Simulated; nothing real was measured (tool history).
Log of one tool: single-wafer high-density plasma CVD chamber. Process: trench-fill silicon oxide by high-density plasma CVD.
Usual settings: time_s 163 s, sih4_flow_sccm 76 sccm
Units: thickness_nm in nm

run	hour	time_s	sih4_flow_sccm	wafers since the last listed run	hours since the silane flow controller was replaced	hours since the gauge calibration	read-back reference wafer on the same gauge, thickness_nm	thickness_nm
1	0.0	144	66	0	3461.0	712.6	1280.672	949.108
2	15.9	163	76	227	3476.9	728.5	1279.886	1232.513
3	31.1	163	76	217	3492.1	743.7	1280.213	1241.312
4	48.8	163	76	252	3509.8	761.4	1280.095	1237.191
5	65.5	163	76	238	3526.5	778.1	1280.643	1237.286
6	80.9	163	72	220	3541.9	793.5	1280.113	1170.277
7	110.4	163	72	421	3571.4	823.0	1280.095	1170.395
8	125.6	163	72	217	3586.6	838.2	1278.546	1167.405
9	142.1	163	76	235	3603.1	854.7	1279.702	1237.663
10	171.7	163	76	423	3632.7	884.3	1279.949	1231.502
11	191.7	163	76	285	3652.7	904.3	1279.342	1229.873
12	209.4	163	68	252	3670.4	922.0	1280.567	1110.706
13	223.3	163	68	198	3684.3	935.9	1279.485	1103.881
14	239.5	184	76	231	3700.5	952.1	1280.200	1402.032
15	255.2	184	76	224	3716.2	967.8	1280.141	1389.551
16	280.0	184	76	354	3741.0	992.6	1280.291	1388.582
17	292.5	163	76	178	3753.5	1005.1	1280.578	1230.387
18	310.3	163	76	254	3771.3	1022.9	1281.048	1233.348
19	323.6	163	76	190	3784.6	1036.2	1280.050	1223.621
# hour 332.9: silane flow controller replaced
20	341.1	163	76	135	8.2	1053.7	1280.090	1301.481
21	372.4	163	87	447	39.5	1085.0	1280.003	1494.894
22	400.5	144	66	401	67.6	1113.1	1280.001	1004.124
23	420.4	175	89	284	87.5	1133.0	1279.807	1638.226
# hour 452.1: gauge calibrated
24	452.6	183	76	460	119.7	0.5	1279.940	1469.038
25	470.1	163	76	250	137.2	18.0	1279.791	1302.473
26	483.6	163	69	192	150.7	31.5	1279.736	1177.984
27	510.5	163	76	384	177.6	58.4	1280.016	1301.800
28	611.3	163	76	1440	278.4	159.2	1279.128	1297.230
29	627.3	185	66	228	294.4	175.2	1279.734	1279.151
30	649.7	136	86	320	316.8	197.6	1279.497	1221.899
31	673.8	171	66	344	340.9	221.7	1279.413	1180.858
32	726.9	163	72	758	394.0	274.8	1279.607	1232.186
33	755.5	137	76	408	422.6	303.4	1280.602	1089.546
34	782.0	163	76	378	449.1	329.9	1279.594	1298.559
35	810.1	135	62	401	477.2	358.0	1278.526	874.131
36	833.8	184	76	338	500.9	381.7	1280.178	1461.064
37	853.1	163	76	275	520.2	401.0	1281.285	1293.142
38	875.1	189	64	314	542.2	423.0	1279.920	1265.605
39	892.9	163	83	254	560.0	440.8	1279.896	1413.733
40	910.5	163	76	251	577.6	458.4	1280.005	1290.916
41	944.7	184	67	488	611.8	492.6	1278.710	1280.820
42	963.7	163	88	271	630.8	511.6	1280.758	1496.287
43	991.1	185	90	391	658.2	539.0	1279.327	1734.948

Measured less the same run without the tool's hidden state. The same run-to-run variation is in both; the gauge's scatter may not be:
The hidden state here: delivered silane flow above the setpoint (%); gauge reads high (%).
run	thickness_nm
1	-53.309
2	-69.552
3	-70.360
4	-70.489
5	-70.837
6	-67.299
7	-67.877
8	-67.999
9	-72.429
10	-72.675
11	-72.988
12	-66.243
13	-66.090
14	-84.319
15	-83.932
16	-84.447
17	-75.083
18	-75.630
19	-75.305
20	-2.515
21	-3.584
22	-2.828
23	-5.099
24	-5.278
25	-5.019
26	-4.777
27	-5.803
28	-7.740
29	-7.939
30	-7.994
31	-8.153
32	-9.490
33	-8.861
34	-11.079
35	-7.829
36	-13.607
37	-12.420
38	-12.576
39	-14.428
40	-13.518
41	-14.075
42	-16.874
43	-20.286
